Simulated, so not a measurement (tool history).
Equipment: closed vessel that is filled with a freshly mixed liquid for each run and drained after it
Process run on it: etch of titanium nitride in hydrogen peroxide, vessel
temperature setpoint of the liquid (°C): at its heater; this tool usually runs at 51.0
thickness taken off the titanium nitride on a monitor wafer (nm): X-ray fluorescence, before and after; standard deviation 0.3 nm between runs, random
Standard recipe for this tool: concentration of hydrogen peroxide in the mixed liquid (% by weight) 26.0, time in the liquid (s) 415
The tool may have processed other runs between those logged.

run,hour,temperature setpoint of the liquid (°C),concentration of hydrogen peroxide in the mixed liquid (% by weight),time in the liquid (s),"read-back film thickness of the titanium nitride reference wafer, read on the same gauge (nm)",thickness taken off the titanium nitride on a monitor wafer (nm)
1,0.0,51.0,26.0,235,130.00,23.40
# hour 50.2: thermometer replaced
2,86.4,51.0,26.0,235,129.99,21.45
# hour 90.5: peroxide flow meter replaced
3,123.6,51.0,26.0,415,130.02,37.90
4,177.8,51.0,22.0,300,130.00,27.30
# hour 241.4: gauge calibrated
5,251.3,51.0,24.0,415,130.00,38.56
6,313.4,51.0,26.0,415,130.01,39.05
7,362.1,51.0,26.0,415,129.98,39.29
8,444.1,51.0,26.0,415,130.01,39.50
9,481.4,51.0,26.0,415,130.00,40.14
10,548.6,51.0,26.0,415,129.99,40.36
# hour 724.9: new drum of peroxide connected
11,752.5,51.0,26.0,415,129.99,41.47
12,805.4,51.0,19.0,610,129.99,57.47
13,845.6,51.0,26.0,415,130.00,42.04
14,897.7,51.0,26.0,415,130.00,42.34
15,949.2,51.0,26.0,170,130.00,17.47
# hour 961.7: thermometer replaced
16,1012.5,57.5,26.0,415,130.01,60.31
17,1292.2,51.0,22.0,415,129.99,37.79
18,1347.4,57.5,19.5,545,129.99,77.06
# hour 1409.4: peroxide flow meter replaced
19,1429.4,57.5,21.0,415,130.03,60.23
20,1488.8,56.0,26.0,415,130.00,57.10
21,1525.3,51.0,26.0,415,130.01,40.00
22,1570.8,47.0,29.5,305,130.00,23.24
23,1660.2,51.0,26.0,415,130.01,41.50
# hour 1675.1: new drum of peroxide connected
24,1727.8,51.0,26.0,415,130.01,41.54
25,1815.1,41.5,26.0,170,130.00,8.65
26,1852.6,51.0,26.0,415,129.99,41.85
# hour 1867.3: thermometer replaced
27,1916.5,47.0,24.0,525,130.01,35.47
28,2004.1,45.5,28.0,345,129.97,21.80
29,2066.3,61.0,30.0,275,129.99,52.43
30,2138.6,44.5,26.0,415,130.00,24.46

Selected run-to-run steps in thickness taken off the titanium nitride on a monitor wafer (nm), each split into two signed amounts: the part the tool would show with no hidden state at all (from settings, incoming material and random variation), and the remainder, which goes to the hidden state together with any gauge scatter not common to the measured and the hidden-state-free results:
Hidden state present: liquid hotter than its thermometer reads (K); peroxide flow above the setpoint (%); peroxide weaker than its label (%); gauge reads high (%).
Run 15 -> 16: temperature setpoint of the liquid (°C) 51.0 -> 57.5, time in the liquid (s) 170 -> 415, thermometer replaced. thickness taken off the titanium nitride on a monitor wafer (nm) +42.84: hidden state -1.26, all else +44.10.
Run 17 -> 18: temperature setpoint of the liquid (°C) 51.0 -> 57.5, concentration of hydrogen peroxide in the mixed liquid (% by weight) 22.0 -> 19.5, time in the liquid (s) 415 -> 545. thickness taken off the titanium nitride on a monitor wafer (nm) +39.27: hidden state +2.30, all else +36.97.
Run 24 -> 25: temperature setpoint of the liquid (°C) 51.0 -> 41.5, time in the liquid (s) 415 -> 170. thickness taken off the titanium nitride on a monitor wafer (nm) -32.89: hidden state -3.22, all else -29.67.
Run 25 -> 26: temperature setpoint of the liquid (°C) 41.5 -> 51.0, time in the liquid (s) 170 -> 415. thickness taken off the titanium nitride on a monitor wafer (nm) +33.20: hidden state +3.82, all else +29.38.
Run 26 -> 27: temperature setpoint of the liquid (°C) 51.0 -> 47.0, concentration of hydrogen peroxide in the mixed liquid (% by weight) 26.0 -> 24.0, time in the liquid (s) 415 -> 525, thermometer replaced. thickness taken off the titanium nitride on a monitor wafer (nm) -6.38: hidden state -4.44, all else -1.94.
